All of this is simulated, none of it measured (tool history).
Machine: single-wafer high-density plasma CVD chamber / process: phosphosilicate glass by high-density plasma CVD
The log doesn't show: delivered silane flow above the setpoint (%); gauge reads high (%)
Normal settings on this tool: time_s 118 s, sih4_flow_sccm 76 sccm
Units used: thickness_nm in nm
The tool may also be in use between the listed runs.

run	hour	time_s	sih4_flow_sccm	wafers since the last listed run	hours since the silane flow controller was replaced	hours since the gauge calibration	read-back reference wafer on the same gauge, thickness_nm	thickness_nm
1	0	118	76	0	1324.8	540.4	770.309	832.767
2	44.9	118	76	643	1369.7	585.3	771.313	833.034
3	105.9	118	76	874	1430.7	646.3	771.847	834.622
4	300.3	132	70	2788	1625.1	840.7	778.602	885.644
# hour 333.4: silane flow controller replaced
5	344.5	132	70	519	11.1	884.9	780.242	884.077
6	380.3	107	76	513	46.9	920.7	781.75	766.49
# hour 405.7: gauge calibrated
7	412.9	107	76	467	79.5	7.2	762.699	747.118
8	449	107	76	517	115.6	43.3	763.023	750.301
9	492.1	118	76	618	158.7	86.4	762.886	826.817
10	523.3	97	83	447	189.9	117.6	763.058	729.958
11	548.3	136	71	358	214.9	142.6	763.362	904.194
12	576.8	132	85	408	243.4	171.1	763.61	1015.676
13	620.6	98	64	628	287.2	214.9	764.114	600.665
14	647.4	98	70	384	314	241.7	763.999	644.219
15	705	118	76	826	371.6	299.3	765.261	830.439
16	736.3	118	76	448	402.9	330.6	765.02	830.39
17	804.6	134	82	979	471.2	398.9	765.973	1005.35
18	835.6	118	76	444	502.2	429.9	766.216	830.704
19	874	118	76	550	540.6	468.3	767.309	830.57

Hidden state at the last listed run before each entry between runs and at the first one after, where it differs:
Runs 4 to 5: silane flow controller replaced (hour 333.4)
  gauge reads high (%): 2.05 -> 2.27
  measured result minus the result with no hidden state, thickness_nm: +17.818 -> +19.59 nm
Runs 6 to 7: gauge calibrated (hour 405.7)
  gauge reads high (%): 2.45 -> -0.0334
  measured result minus the result with no hidden state, thickness_nm: +18.304 -> -0.249 nm

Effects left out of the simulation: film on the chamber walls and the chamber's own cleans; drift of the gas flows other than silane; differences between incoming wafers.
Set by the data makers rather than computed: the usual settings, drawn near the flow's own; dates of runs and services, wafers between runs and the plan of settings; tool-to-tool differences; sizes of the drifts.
